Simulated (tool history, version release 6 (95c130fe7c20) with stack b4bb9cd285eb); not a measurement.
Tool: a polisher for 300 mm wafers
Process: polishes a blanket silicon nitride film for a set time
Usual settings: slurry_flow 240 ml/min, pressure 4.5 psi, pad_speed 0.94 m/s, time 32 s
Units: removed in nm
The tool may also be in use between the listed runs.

run,hour,slurry_flow,pressure,pad_speed,time,wafers since the last listed run,wafers polished on this pad,hours since the slurry nozzle was cleaned,hours since the head pressure was calibrated,"incoming thickness of the incoming film, nm",removed
1,0.0,240,3.8,0.94,32,0,67,533.4,185.0,814.3,52.2
2,78.1,240,4.5,0.94,32,596,664,611.5,263.1,805.0,63.7
# hour 148.2: slurry nozzle cleaned
3,165.4,240,4.5,0.94,32,659,1324,17.2,350.4,824.5,61.7
# hour 228.3: head pressure recalibrated
4,247.3,240,4.5,0.94,32,610,1934,99.1,19.0,808.4,63.2
5,319.9,175,3.5,0.94,32,554,2489,171.7,91.6,822.7,46.7
# hour 406.0: worn pad replaced by a new one
6,637.8,175,3.5,0.94,32,2399,1771,489.6,409.5,814.5,46.6
7,675.4,175,3.5,0.94,32,287,2058,527.2,447.1,810.0,46.3
8,714.2,240,4.5,0.94,32,296,2355,566.0,485.9,802.3,62.5
9,756.9,240,4.9,0.94,35,326,2681,608.7,528.6,796.8,73.5
# hour 779.3: head pressure recalibrated
10,827.6,240,4.9,0.94,35,525,3206,679.4,48.3,802.9,75.1
# hour 910.5: worn pad replaced by a new one
11,918.4,240,4.5,0.94,32,663,60,770.2,139.1,813.7,62.5
# hour 927.2: slurry nozzle cleaned
12,1001.7,240,4.5,0.94,32,629,689,74.5,222.4,823.0,61.7
13,1065.2,240,4.5,0.94,32,485,1174,138.0,285.9,811.7,61.6
14,1102.7,240,4.5,0.94,32,286,1461,175.5,323.4,800.5,62.5
15,1157.2,240,4.5,0.94,32,416,1877,230.0,377.9,803.2,63.1
# hour 1231.7: head pressure recalibrated
16,1242.4,240,4.5,0.94,32,635,2513,315.2,10.7,813.0,63.8
17,1340.9,265,3.1,1.18,22,752,3266,413.7,109.2,818.9,36.1
# hour 1419.2: worn pad replaced by a new one
18,1439.4,240,4.5,1.16,32,722,154,512.2,207.7,805.5,74.9
19,1509.2,240,4.5,0.94,35,533,687,582.0,277.5,804.0,69.1
20,1555.2,240,3.0,0.64,32,351,1039,628.0,323.5,810.3,30.6
21,1632.3,315,5.5,0.72,39,589,1628,705.1,400.6,808.7,77.4
# hour 1676.2: slurry nozzle cleaned
# hour 1676.6: head pressure recalibrated
22,1677.1,175,3.5,0.94,32,331,1960,0.9,0.5,804.9,47.1
23,1712.5,240,3.3,0.68,32,270,2230,36.3,35.9,811.8,34.9
24,1749.6,240,4.5,0.94,32,283,2514,73.4,73.0,814.0,63.7
25,1799.5,165,4.5,0.74,27,381,2895,123.3,122.9,809.8,41.4
26,1857.0,290,3.7,0.82,24,439,3335,180.8,180.4,807.5,35.8
# hour 1875.9: worn pad replaced by a new one
27,1936.1,240,3.6,0.80,32,574,459,259.9,259.5,811.8,43.8
28,1976.4,240,4.5,0.94,32,308,767,300.2,299.8,821.1,62.8
29,2066.2,240,5.1,1.10,39,686,1454,390.0,389.6,796.0,96.8
# hour 2149.9: head pressure recalibrated
30,2150.4,180,5.5,0.94,26,628,2082,474.2,0.5,803.9,60.1
31,2231.1,240,4.5,0.94,32,616,2699,554.9,81.2,811.2,62.3
32,2308.7,175,3.6,0.94,32,593,3292,632.5,158.8,816.2,48.0
# hour 2391.6: worn pad replaced by a new one
33,2399.9,240,4.5,0.94,25,666,63,723.7,250.0,812.3,49.1

Hidden state at the last listed run before each entry between runs and at the first one after, where it differs:
Between runs 2 and 3: slurry nozzle cleaned (hour 148.2)
  no hidden state differs between the two runs
Between runs 3 and 4: head pressure recalibrated (hour 228.3)
  no hidden state differs between the two runs
Between runs 5 and 6: worn pad replaced by a new one (hour 406.0)
  no hidden state differs between the two runs
Between runs 9 and 10: head pressure recalibrated (hour 779.3)
  no hidden state differs between the two runs
Between runs 10 and 11: worn pad replaced by a new one (hour 910.5)
  no hidden state differs between the two runs
Between runs 11 and 12: slurry nozzle cleaned (hour 927.2)
  no hidden state differs between the two runs
Between runs 15 and 16: head pressure recalibrated (hour 1231.7)
  no hidden state differs between the two runs
Between runs 17 and 18: worn pad replaced by a new one (hour 1419.2)
  no hidden state differs between the two runs
Between runs 21 and 22: slurry nozzle cleaned (hour 1676.2); head pressure recalibrated (hour 1676.6)
  no hidden state differs between the two runs
Between runs 26 and 27: worn pad replaced by a new one (hour 1875.9)
  no hidden state differs between the two runs
Between runs 29 and 30: head pressure recalibrated (hour 2149.9)
  no hidden state differs between the two runs
Between runs 32 and 33: worn pad replaced by a new one (hour 2391.6)
  no hidden state differs between the two runs

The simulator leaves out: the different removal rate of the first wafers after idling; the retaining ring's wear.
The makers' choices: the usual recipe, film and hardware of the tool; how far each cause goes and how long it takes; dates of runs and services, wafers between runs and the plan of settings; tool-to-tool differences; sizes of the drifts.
